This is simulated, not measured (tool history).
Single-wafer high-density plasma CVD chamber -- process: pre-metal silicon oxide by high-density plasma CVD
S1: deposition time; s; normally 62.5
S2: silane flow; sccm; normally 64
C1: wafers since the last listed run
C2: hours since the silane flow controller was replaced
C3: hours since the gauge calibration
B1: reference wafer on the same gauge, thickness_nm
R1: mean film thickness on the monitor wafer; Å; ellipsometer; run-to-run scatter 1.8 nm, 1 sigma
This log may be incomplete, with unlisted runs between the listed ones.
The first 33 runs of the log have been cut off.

{"run": 34, "hour": 2065.9, "S1": 62.5, "S2": 58, "C1": 1171, "C2": 450.6, "C3": 312.6, "B1": 389.373, "R1": 4011.06}
{"run": 35, "hour": 2096.2, "S1": 62.5, "S2": 64, "C1": 600, "C2": 480.9, "C3": 342.9, "B1": 389.027, "R1": 4308.66}
{"run": 36, "hour": 2150.0, "S1": 54.7, "S2": 72, "C1": 1066, "C2": 534.7, "C3": 396.7, "B1": 389.955, "R1": 4168.5}
{"run": 37, "hour": 2209.7, "S1": 71.2, "S2": 57, "C1": 1183, "C2": 594.4, "C3": 456.4, "B1": 390.188, "R1": 4478.73}
{"run": 38, "hour": 2254.8, "S1": 62.5, "S2": 64, "C1": 894, "C2": 639.5, "C3": 501.5, "B1": 390.198, "R1": 4380.33}
{"run": 39, "hour": 2297.4, "S1": 74.5, "S2": 70, "C1": 844, "C2": 682.1, "C3": 544.1, "B1": 390.427, "R1": 5551.44}
{"run": 40, "hour": 2363.0, "S1": 72.3, "S2": 51, "C1": 1300, "C2": 747.7, "C3": 609.7, "B1": 390.346, "R1": 4230.48}
{"run": 41, "hour": 2387.6, "S1": 69.5, "S2": 76, "C1": 487, "C2": 772.3, "C3": 634.3, "B1": 390.919, "R1": 5542.47}
{"run": 42, "hour": 2456.9, "S1": 62.5, "S2": 64, "C1": 1374, "C2": 841.6, "C3": 703.6, "B1": 390.862, "R1": 4331.49}
{"run": 43, "hour": 2503.5, "S1": 57.1, "S2": 64, "C1": 923, "C2": 888.2, "C3": 750.2, "B1": 390.935, "R1": 3975.55}
{"run": 44, "hour": 2562.5, "S1": 56.2, "S2": 76, "C1": 1169, "C2": 947.2, "C3": 809.2, "B1": 392.267, "R1": 4488.02}
{"run": 45, "hour": 2612.5, "S1": 72.7, "S2": 59, "C1": 991, "C2": 997.2, "C3": 859.2, "B1": 392.906, "R1": 4784.51}

4 ways to go on from here, each from the tool as it stands after run 45. What would each give?
{"run": "A", "hour": 2612.9, "S1": 62.5, "S2": 64, "C1": 7, "C2": 997.6, "C3": 859.6, "B1": "?", "R1": "?"}
{"run": "B", "hour": 2612.9, "S1": 51.9, "S2": 64, "C1": 7, "C2": 997.6, "C3": 859.6, "B1": "?", "R1": "?"}
{"run": "C", "hour": 2612.9, "S1": 74.7, "S2": 56, "C1": 7, "C2": 997.6, "C3": 859.6, "B1": "?", "R1": "?"}
{"run": "D", "hour": 2612.9, "S1": 69.0, "S2": 55, "C1": 7, "C2": 997.6, "C3": 859.6, "B1": "?", "R1": "?"}

run=A B1=392.567 R1=4357.09
run=B B1=392.567 R1=3618.13
run=C B1=392.567 R1=4692.36
run=D B1=392.567 R1=4274.81
Take away the tool's hidden state, keep each run's random variation, and the runs would have read:
run=A R1=4316.08
run=B R1=3584.07
run=C R1=4648.18
run=D R1=4234.57

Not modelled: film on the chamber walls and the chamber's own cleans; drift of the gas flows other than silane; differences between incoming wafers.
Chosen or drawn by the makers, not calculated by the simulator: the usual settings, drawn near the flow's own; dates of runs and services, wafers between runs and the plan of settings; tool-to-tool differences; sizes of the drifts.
